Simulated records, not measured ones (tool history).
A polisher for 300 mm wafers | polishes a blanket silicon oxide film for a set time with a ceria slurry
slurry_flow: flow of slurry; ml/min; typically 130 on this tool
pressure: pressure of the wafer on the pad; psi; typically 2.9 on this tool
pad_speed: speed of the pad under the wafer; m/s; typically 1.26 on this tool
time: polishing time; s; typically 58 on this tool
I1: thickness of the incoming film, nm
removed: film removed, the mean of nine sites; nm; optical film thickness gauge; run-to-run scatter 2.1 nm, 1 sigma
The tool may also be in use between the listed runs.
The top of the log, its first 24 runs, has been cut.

{"run": 25, "hour": 727.8, "slurry_flow": 170, "pressure": 2.9, "pad_speed": 1.38, "time": 74, "I1": 856.9, "removed": 394.7}
{"run": 26, "hour": 743.6, "slurry_flow": 130, "pressure": 2.9, "pad_speed": 1.26, "time": 58, "I1": 840.3, "removed": 275.4}
{"run": 27, "hour": 774.2, "slurry_flow": 130, "pressure": 2.9, "pad_speed": 1.26, "time": 39, "I1": 851.3, "removed": 181.3}
{"run": 28, "hour": 802.8, "slurry_flow": 130, "pressure": 2.9, "pad_speed": 1.26, "time": 58, "I1": 850.5, "removed": 268.2}
{"hour": 815.8, "done": "worn pad replaced by a new one"}
{"run": 29, "hour": 825.1, "slurry_flow": 130, "pressure": 2.9, "pad_speed": 1.48, "time": 43, "I1": 854.8, "removed": 248.7}
{"hour": 856.6, "done": "slurry nozzle cleaned"}
{"run": 30, "hour": 858.4, "slurry_flow": 130, "pressure": 2.5, "pad_speed": 1.26, "time": 58, "I1": 848.6, "removed": 247.5}
{"run": 31, "hour": 884.5, "slurry_flow": 130, "pressure": 2.9, "pad_speed": 1.26, "time": 58, "I1": 844.3, "removed": 284.9}
{"run": 32, "hour": 896.7, "slurry_flow": 130, "pressure": 3.2, "pad_speed": 1.26, "time": 58, "I1": 833.0, "removed": 314.9}
{"run": 33, "hour": 925.0, "slurry_flow": 130, "pressure": 2.9, "pad_speed": 1.26, "time": 58, "I1": 859.8, "removed": 281.2}
{"hour": 960.9, "done": "head pressure recalibrated"}
{"run": 34, "hour": 965.4, "slurry_flow": 130, "pressure": 1.9, "pad_speed": 1.26, "time": 42, "I1": 831.6, "removed": 134.4}
{"run": 35, "hour": 993.8, "slurry_flow": 165, "pressure": 1.9, "pad_speed": 1.26, "time": 58, "I1": 850.1, "removed": 188.0}
{"run": 36, "hour": 1028.9, "slurry_flow": 130, "pressure": 2.9, "pad_speed": 0.84, "time": 58, "I1": 845.0, "removed": 184.5}
{"hour": 1034.6, "done": "worn pad replaced by a new one"}
{"run": 37, "hour": 1061.5, "slurry_flow": 130, "pressure": 2.2, "pad_speed": 1.7, "time": 39, "I1": 855.0, "removed": 194.6}

Forecast each of these 4 alternatives for the next run:
{"run": "A", "hour": 1061.9, "slurry_flow": 155, "pressure": 2.9, "pad_speed": 1.26, "time": 58, "I1": 850.9, "removed": "?"}
{"run": "B", "hour": 1061.9, "slurry_flow": 130, "pressure": 3.5, "pad_speed": 1.26, "time": 58, "I1": 850.9, "removed": "?"}
{"run": "C", "hour": 1061.9, "slurry_flow": 130, "pressure": 2.5, "pad_speed": 1.26, "time": 69, "I1": 850.9, "removed": "?"}
{"run": "D", "hour": 1061.9, "slurry_flow": 130, "pressure": 2.9, "pad_speed": 1.26, "time": 42, "I1": 850.9, "removed": "?"}

run=A removed=288.3
run=B removed=339.4
run=C removed=290.7
run=D removed=204.5
The same runs, with their run-to-run variation unchanged, on a tool lacking any hidden condition would have given:
run=A removed=288.9
run=B removed=340.1
run=C removed=291.3
run=D removed=204.9
